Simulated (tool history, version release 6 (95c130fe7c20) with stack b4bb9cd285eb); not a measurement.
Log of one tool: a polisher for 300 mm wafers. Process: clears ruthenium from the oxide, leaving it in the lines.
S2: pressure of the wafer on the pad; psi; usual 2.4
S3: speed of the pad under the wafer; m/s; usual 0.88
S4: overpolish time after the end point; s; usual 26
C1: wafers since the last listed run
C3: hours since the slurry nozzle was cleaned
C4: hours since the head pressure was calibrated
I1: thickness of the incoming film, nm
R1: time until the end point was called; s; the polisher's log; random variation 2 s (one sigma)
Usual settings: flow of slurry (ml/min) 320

run 1 hour=0.0 | flow_of_slurry_(ml/min)=385 S2=2.4 S3=0.88 S4=26 | C1=0 wafers_polished_on_this_pad=121 C3=42.0 C4=806.8 | I1=120.5 | R1=104.4
run 2 hour=12.1 | flow_of_slurry_(ml/min)=385 S2=2.4 S3=0.88 S4=26 | C1=70 wafers_polished_on_this_pad=192 C3=54.1 C4=818.9 | I1=121.4 | R1=103.7
run 3 hour=22.3 | flow_of_slurry_(ml/min)=385 S2=2.4 S3=0.88 S4=26 | C1=59 wafers_polished_on_this_pad=252 C3=64.3 C4=829.1 | I1=120.5 | R1=105.1
run 4 hour=29.9 | flow_of_slurry_(ml/min)=355 S2=2.4 S3=0.88 S4=26 | C1=44 wafers_polished_on_this_pad=296 C3=71.9 C4=836.7 | I1=118.7 | R1=103.8
run 5 hour=36.5 | flow_of_slurry_(ml/min)=320 S2=2.2 S3=0.88 S4=26 | C1=38 wafers_polished_on_this_pad=335 C3=78.5 C4=843.3 | I1=120.5 | R1=119.6
run 6 hour=43.9 | flow_of_slurry_(ml/min)=320 S2=2.4 S3=0.88 S4=26 | C1=43 wafers_polished_on_this_pad=378 C3=85.9 C4=850.7 | I1=118.1 | R1=110.3
run 7 hour=50.7 | flow_of_slurry_(ml/min)=320 S2=2.4 S3=0.88 S4=26 | C1=39 wafers_polished_on_this_pad=418 C3=92.7 C4=857.5 | I1=119.1 | R1=108.8
run 8 hour=68.2 | flow_of_slurry_(ml/min)=320 S2=2.4 S3=0.88 S4=26 | C1=102 wafers_polished_on_this_pad=520 C3=110.2 C4=875.0 | I1=120.1 | R1=115.2
-- hour=73.0 worn pad replaced by a new one
run 9 hour=83.0 | flow_of_slurry_(ml/min)=320 S2=2.4 S3=0.88 S4=26 | C1=63 wafers_polished_on_this_pad=58 C3=125.0 C4=889.8 | I1=119.9 | R1=103.4
run 10 hour=92.6 | flow_of_slurry_(ml/min)=395 S2=2.4 S3=0.88 S4=26 | C1=56 wafers_polished_on_this_pad=114 C3=134.6 C4=899.4 | I1=119.3 | R1=105.3
run 11 hour=108.3 | flow_of_slurry_(ml/min)=320 S2=2.0 S3=0.98 S4=26 | C1=91 wafers_polished_on_this_pad=206 C3=150.3 C4=915.1 | I1=121.1 | R1=118.1
run 12 hour=118.4 | flow_of_slurry_(ml/min)=320 S2=2.4 S3=0.88 S4=26 | C1=59 wafers_polished_on_this_pad=265 C3=160.4 C4=925.2 | I1=118.3 | R1=103.2
-- hour=171.1 slurry nozzle cleaned
run 13 hour=171.6 | flow_of_slurry_(ml/min)=375 S2=2.4 S3=0.68 S4=26 | C1=305 wafers_polished_on_this_pad=571 C3=0.5 C4=978.4 | I1=121.5 | R1=136.1
-- hour=175.9 worn pad replaced by a new one
run 14 hour=187.6 | flow_of_slurry_(ml/min)=320 S2=2.4 S3=0.88 S4=26 | C1=70 wafers_polished_on_this_pad=68 C3=16.5 C4=994.4 | I1=121.1 | R1=104.5
run 15 hour=196.0 | flow_of_slurry_(ml/min)=320 S2=2.0 S3=0.98 S4=26 | C1=49 wafers_polished_on_this_pad=117 C3=24.9 C4=1002.8 | I1=119.8 | R1=113.2
-- hour=200.9 head pressure recalibrated
run 16 hour=213.4 | flow_of_slurry_(ml/min)=395 S2=1.8 S3=1.10 S4=19 | C1=90 wafers_polished_on_this_pad=207 C3=42.3 C4=12.5 | I1=119.6 | R1=115.5
run 17 hour=226.8 | flow_of_slurry_(ml/min)=320 S2=2.4 S3=1.02 S4=26 | C1=78 wafers_polished_on_this_pad=286 C3=55.7 C4=25.9 | I1=119.6 | R1=92.5
run 18 hour=235.6 | flow_of_slurry_(ml/min)=400 S2=3.0 S3=0.80 S4=35 | C1=51 wafers_polished_on_this_pad=337 C3=64.5 C4=34.7 | I1=120.3 | R1=90.7
run 19 hour=249.3 | flow_of_slurry_(ml/min)=320 S2=2.9 S3=1.06 S4=20 | C1=80 wafers_polished_on_this_pad=417 C3=78.2 C4=48.4 | I1=121.9 | R1=81.8
run 20 hour=255.9 | flow_of_slurry_(ml/min)=245 S2=2.1 S3=0.62 S4=26 | C1=38 wafers_polished_on_this_pad=456 C3=84.8 C4=55.0 | I1=119.8 | R1=165.0
-- hour=269.2 worn pad replaced by a new one
run 21 hour=281.9 | flow_of_slurry_(ml/min)=320 S2=2.9 S3=0.62 S4=26 | C1=128 wafers_polished_on_this_pad=74 C3=110.8 C4=81.0 | I1=117.9 | R1=109.0

What the log doesn't show, run by run:
slurry flow missing at the pad, %: 0 in every run
deviation of the head's pressure from its setpoint, %: 0 in every run
H1: removal rate lost through wear of the pad, %
run=1 H1=1.47
run=2 H1=2.21
run=3 H1=3.09
run=4 H1=3.9
run=5 H1=4.71
run=6 H1=5.73
run=7 H1=6.79
run=8 H1=9.98
run=9 H1=2.13
run=10 H1=2.45
run=11 H1=3.43
run=12 H1=4.36
run=13 H1=13.1
run=14 H1=1.11
run=15 H1=1.41
run=16 H1=2.55
run=17 H1=3.9
run=18 H1=5
run=19 H1=7.07
run=20 H1=8.22
run=21 H1=2.48

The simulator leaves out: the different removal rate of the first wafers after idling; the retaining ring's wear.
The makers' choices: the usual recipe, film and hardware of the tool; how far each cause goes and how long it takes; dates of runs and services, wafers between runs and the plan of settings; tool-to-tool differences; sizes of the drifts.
